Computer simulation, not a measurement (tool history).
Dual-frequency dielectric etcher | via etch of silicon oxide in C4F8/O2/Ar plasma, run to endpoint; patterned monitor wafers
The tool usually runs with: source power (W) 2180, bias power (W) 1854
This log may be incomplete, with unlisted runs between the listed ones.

run   hour  source power (W)  bias power (W)  wafers since the last listed run  hours since the last wet clean  hours since the last source power generator calibration  hours since the last bias power generator calibration  hours since the last upper electrode change  incoming incoming film thickness, nm  endpoint time (s)
  1    0.0              1800            1854                                 0                           163.2                                                   3971.5                                                 4463.6                                       2115.7                                1493.7              325.6
  2   15.8              1800            1854                                57                           179.0                                                   3987.3                                                 4479.4                                       2131.5                                1456.6              318.3
  3   24.2              1800            1854                                30                           187.4                                                   3995.7                                                 4487.8                                       2139.9                                1482.7              324.6
  4   70.4              2180            1707                               169                           233.6                                                   4041.9                                                 4534.0                                       2186.1                                1486.0              306.0
  5   78.1              2180            1854                                28                           241.3                                                   4049.6                                                 4541.7                                       2193.8                                1484.0              297.9
  6   85.4              2180            1854                                26                           248.6                                                   4056.9                                                 4549.0                                       2201.1                                1480.8              296.2
  7   94.6              2180            1854                                33                           257.8                                                   4066.1                                                 4558.2                                       2210.3                                1480.8              299.4
  8  104.5              2180            1854                                36                           267.7                                                   4076.0                                                 4568.1                                       2220.2                                1478.6              298.8
  9  117.1              2180            1854                                46                           280.3                                                   4088.6                                                 4580.7                                       2232.8                                1492.7              300.6
 10  126.6              2180            1854                                34                           289.8                                                   4098.1                                                 4590.2                                       2242.3                                1492.9              303.5
     132.3  -- bias power generator calibrated
 11  133.3              2180            1854                                 9                           296.5                                                   4104.8                                                    1.0                                       2249.0                                1492.8              302.0
 12  144.0              2180            1854                                39                           307.2                                                   4115.5                                                   11.7                                       2259.7                                1491.7              299.0
 13  152.2              2180            1854                                30                           315.4                                                   4123.7                                                   19.9                                       2267.9                                1469.1              296.3
 14  158.7              2180            1854                                23                           321.9                                                   4130.2                                                   26.4                                       2274.4                                1509.1              303.7
 15  169.1              2180            1854                                38                           332.3                                                   4140.6                                                   36.8                                       2284.8                                1488.8              300.4
 16  185.1              2180            1854                                58                           348.3                                                   4156.6                                                   52.8                                       2300.8                                1492.4              300.5
 17  199.3              2180            1854                                52                           362.5                                                   4170.8                                                   67.0                                       2315.0                                1481.0              297.2
     229.1  -- wet clean of the chamber
 18  229.6              2370            1572                                23                             0.5                                                   4201.1                                                   97.3                                       2345.3                                1479.4              303.0
 19  230.0              1910            2203                                 1                             0.9                                                   4201.5                                                   97.7                                       2345.7                                1480.1              304.5
 20  231.6              2180            1854                                 5                             2.5                                                   4203.1                                                   99.3                                       2347.3                                1490.3              298.5
     254.2  -- source power generator calibrated
     265.0  -- upper electrode replaced
 21  265.5              1780            1575                                69                            36.4                                                     11.3                                                  133.2                                          0.5                                1472.1              337.1
 22  265.9              2620            1438                                 1                            36.8                                                     11.7                                                  133.6                                          0.9                                1496.4              301.4
 23  266.3              1850            1854                                 1                            37.2                                                     12.1                                                  134.0                                          1.3                                1473.1              316.5
 24  279.9              1640            1594                                49                            50.8                                                     25.7                                                  147.6                                         14.9                                1484.2              349.5
 25  292.0              1670            1564                                44                            62.9                                                     37.8                                                  159.7                                         27.0                                1470.6              347.4
 26  303.7              2180            1854                                42                            74.6                                                     49.5                                                  171.4                                         38.7                                1475.5              300.6
 27  312.7              2180            1478                                32                            83.6                                                     58.5                                                  180.4                                         47.7                                1466.8              314.3
 28  324.7              2180            1854                                43                            95.6                                                     70.5                                                  192.4                                         59.7                                1470.4              300.4
 29  338.6              2180            1854                                50                           109.5                                                     84.4                                                  206.3                                         73.6                                1460.7              295.6
 30  353.3              1680            2270                                53                           124.2                                                     99.1                                                  221.0                                         88.3                                1484.3              317.3
 31  361.9              1660            1499                                31                           132.8                                                    107.7                                                  229.6                                         96.9                                1470.4              350.6
 32  370.9              1860            2254                                32                           141.8                                                    116.7                                                  238.6                                        105.9                                1479.4              302.1
 33  382.5              1830            2012                                42                           153.4                                                    128.3                                                  250.2                                        117.5                                1495.9              317.7
 34  393.6              2340            1854                                40                           164.5                                                    139.4                                                  261.3                                        128.6                                1483.3              291.8
 35  404.3              2180            1615                                39                           175.2                                                    150.1                                                  272.0                                        139.3                                1477.4              310.5
 36  410.3              2030            1564                                21                           181.2                                                    156.1                                                  278.0                                        145.3                                1482.2              321.9

For each run, what was the tool's unlogged condition?
etch rate over this chamber's usual, %: 0 at every run
source power that arrives over what is set, %: 0 at every run
bias power that arrives over what is set, %: 0 at every run

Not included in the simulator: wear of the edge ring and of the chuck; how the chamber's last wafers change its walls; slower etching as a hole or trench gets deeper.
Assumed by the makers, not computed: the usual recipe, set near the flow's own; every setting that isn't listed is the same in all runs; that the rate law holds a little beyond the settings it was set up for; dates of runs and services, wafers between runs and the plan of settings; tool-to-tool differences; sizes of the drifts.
